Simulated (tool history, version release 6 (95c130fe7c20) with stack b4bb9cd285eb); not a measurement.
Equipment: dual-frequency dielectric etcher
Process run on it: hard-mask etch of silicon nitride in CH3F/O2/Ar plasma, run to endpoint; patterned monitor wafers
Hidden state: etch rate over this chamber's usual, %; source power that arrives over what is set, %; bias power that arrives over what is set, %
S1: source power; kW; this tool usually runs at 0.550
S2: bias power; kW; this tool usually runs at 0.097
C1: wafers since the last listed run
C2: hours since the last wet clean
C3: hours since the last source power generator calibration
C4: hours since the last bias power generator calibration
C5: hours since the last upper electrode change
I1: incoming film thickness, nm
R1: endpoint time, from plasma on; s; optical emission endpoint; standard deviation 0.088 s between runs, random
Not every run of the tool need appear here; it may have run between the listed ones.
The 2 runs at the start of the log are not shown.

run	hour	S1	S2	C1	C2	C3	C4	C5	I1	R1
# hour 94.1: wet clean of the chamber
3	126.2	0.550	0.097	492	32.1	3200.2	2276.9	3676.0	27.96	29.6
4	301.6	0.550	0.102	2129	207.5	3375.6	2452.3	3851.4	27.93	28.8
5	345.6	0.550	0.102	534	251.5	3419.6	2496.3	3895.4	27.73	28.4
6	401.9	0.550	0.102	683	307.8	3475.9	2552.6	3951.7	27.75	28.3
7	459.7	0.550	0.097	701	365.6	3533.7	2610.4	4009.5	27.72	28.6
8	521.5	0.550	0.097	750	427.4	3595.5	2672.2	4071.3	28.05	29.1
9	563.7	0.550	0.097	512	469.6	3637.7	2714.4	4113.5	27.86	28.8
10	590.8	0.460	0.116	328	496.7	3664.8	2741.5	4140.6	27.75	28.6
# hour 660.9: wet clean of the chamber
11	661.4	0.550	0.102	565	0.5	3735.4	2812.1	4211.2	28.06	29.3
12	679.2	0.470	0.114	216	18.3	3753.2	2829.9	4229.0	27.87	29.5
13	721.5	0.420	0.097	513	60.6	3795.5	2872.2	4271.3	27.81	32.7
14	788.3	0.550	0.097	810	127.4	3862.3	2939.0	4338.1	28.02	29.6
# hour 799.6: bias power generator calibrated
15	819.1	0.480	0.079	325	158.2	3893.1	19.5	4368.9	28.06	33.3
16	867.7	0.470	0.120	589	206.8	3941.7	68.1	4417.5	27.83	28.3
17	903.9	0.510	0.111	439	243.0	3977.9	104.3	4453.7	27.69	27.9
18	947.8	0.550	0.097	532	286.9	4021.8	148.2	4497.6	27.67	28.4

Predict the results of run 19:
19	1000.1	0.690	0.089	634	339.2	4074.1	200.5	4549.9	27.98	?

{"run 19": {"R1": 27.1}}
Were there no unlogged condition in the tool, this run, its random variation unchanged, would have produced R1 27.6 s.

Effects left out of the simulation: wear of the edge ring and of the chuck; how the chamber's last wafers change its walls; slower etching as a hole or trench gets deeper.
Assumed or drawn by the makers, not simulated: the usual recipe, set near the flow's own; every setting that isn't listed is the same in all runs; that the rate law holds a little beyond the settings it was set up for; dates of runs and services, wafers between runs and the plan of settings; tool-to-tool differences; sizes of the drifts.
